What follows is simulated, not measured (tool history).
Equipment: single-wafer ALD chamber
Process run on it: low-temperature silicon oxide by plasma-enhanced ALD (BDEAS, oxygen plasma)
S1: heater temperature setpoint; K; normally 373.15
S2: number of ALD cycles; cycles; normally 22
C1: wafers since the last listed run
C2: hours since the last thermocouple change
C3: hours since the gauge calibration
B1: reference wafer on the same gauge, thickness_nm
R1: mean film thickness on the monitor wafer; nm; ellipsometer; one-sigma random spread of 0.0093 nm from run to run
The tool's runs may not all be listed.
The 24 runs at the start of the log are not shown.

run 25 hour=576.1 | S1=373.15 S2=22 | C1=90 C2=52.8 C3=719.2 | B1=3.743 | R1=3.41
run 26 hour=593.4 | S1=373.15 S2=22 | C1=121 C2=70.1 C3=736.5 | B1=3.741 | R1=3.398
run 27 hour=623.1 | S1=373.15 S2=18 | C1=209 C2=99.8 C3=766.2 | B1=3.743 | R1=2.779
run 28 hour=653.6 | S1=388.15 S2=20 | C1=214 C2=130.3 C3=796.7 | B1=3.741 | R1=3.012
run 29 hour=685.4 | S1=384.15 S2=22 | C1=223 C2=162.1 C3=828.5 | B1=3.739 | R1=3.35
run 30 hour=708.7 | S1=367.15 S2=20 | C1=164 C2=185.4 C3=851.8 | B1=3.738 | R1=3.164
run 31 hour=727.4 | S1=363.15 S2=20 | C1=131 C2=204.1 C3=870.5 | B1=3.738 | R1=3.215
run 32 hour=763.3 | S1=366.15 S2=22 | C1=252 C2=240 C3=906.4 | B1=3.736 | R1=3.498
run 33 hour=780.2 | S1=363.15 S2=18 | C1=118 C2=256.9 C3=923.3 | B1=3.739 | R1=2.897
run 34 hour=808.4 | S1=368.15 S2=26 | C1=198 C2=285.1 C3=951.5 | B1=3.737 | R1=4.115
run 35 hour=832.4 | S1=358.15 S2=25 | C1=168 C2=309.1 C3=975.5 | B1=3.739 | R1=4.07
run 36 hour=863 | S1=373.15 S2=22 | C1=215 C2=339.7 C3=1006.1 | B1=3.737 | R1=3.432
run 37 hour=880.3 | S1=362.15 S2=24 | C1=121 C2=357 C3=1023.4 | B1=3.738 | R1=3.88
run 38 hour=896.3 | S1=363.15 S2=22 | C1=112 C2=373 C3=1039.4 | B1=3.74 | R1=3.538
run 39 hour=925 | S1=366.15 S2=19 | C1=202 C2=401.7 C3=1068.1 | B1=3.739 | R1=3.023
-- hour=935 gauge calibrated
run 40 hour=941 | S1=364.15 S2=24 | C1=112 C2=417.7 C3=6 | B1=3.74 | R1=3.844
run 41 hour=956.4 | S1=358.15 S2=23 | C1=108 C2=433.1 C3=21.4 | B1=3.736 | R1=3.75
run 42 hour=972.3 | S1=373.15 S2=22 | C1=111 C2=449 C3=37.3 | B1=3.739 | R1=3.436
run 43 hour=1078.9 | S1=381.15 S2=23 | C1=750 C2=555.6 C3=143.9 | B1=3.737 | R1=3.541
run 44 hour=1114.3 | S1=373.15 S2=24 | C1=249 C2=591 C3=179.3 | B1=3.741 | R1=3.737
run 45 hour=1144.7 | S1=361.15 S2=23 | C1=214 C2=621.4 C3=209.7 | B1=3.742 | R1=3.73
run 46 hour=1174.9 | S1=361.15 S2=22 | C1=212 C2=651.6 C3=239.9 | B1=3.742 | R1=3.578
run 47 hour=1192.8 | S1=361.15 S2=22 | C1=126 C2=669.5 C3=257.8 | B1=3.736 | R1=3.569

Consider 4 possible next runs. They are alternatives, not a sequence: every one starts from the tool as it was left by run 47. What does each give?
run A hour=1193.2 | S1=373.15 S2=22 | C1=2 C2=669.9 C3=258.2 | B1=? | R1=?
run B hour=1193.2 | S1=381.15 S2=19 | C1=2 C2=669.9 C3=258.2 | B1=? | R1=?
run C hour=1193.2 | S1=364.15 S2=20 | C1=2 C2=669.9 C3=258.2 | B1=? | R1=?
run D hour=1193.2 | S1=379.15 S2=19 | C1=2 C2=669.9 C3=258.2 | B1=? | R1=?

run=A B1=3.741 R1=3.422
run=B B1=3.741 R1=2.896
run=C B1=3.741 R1=3.198
run=D B1=3.741 R1=2.905
With the hidden condition removed and each run's random variation left untouched, the same runs would have given:
run=A R1=3.37
run=B R1=2.873
run=C R1=3.151
run=D R1=2.882

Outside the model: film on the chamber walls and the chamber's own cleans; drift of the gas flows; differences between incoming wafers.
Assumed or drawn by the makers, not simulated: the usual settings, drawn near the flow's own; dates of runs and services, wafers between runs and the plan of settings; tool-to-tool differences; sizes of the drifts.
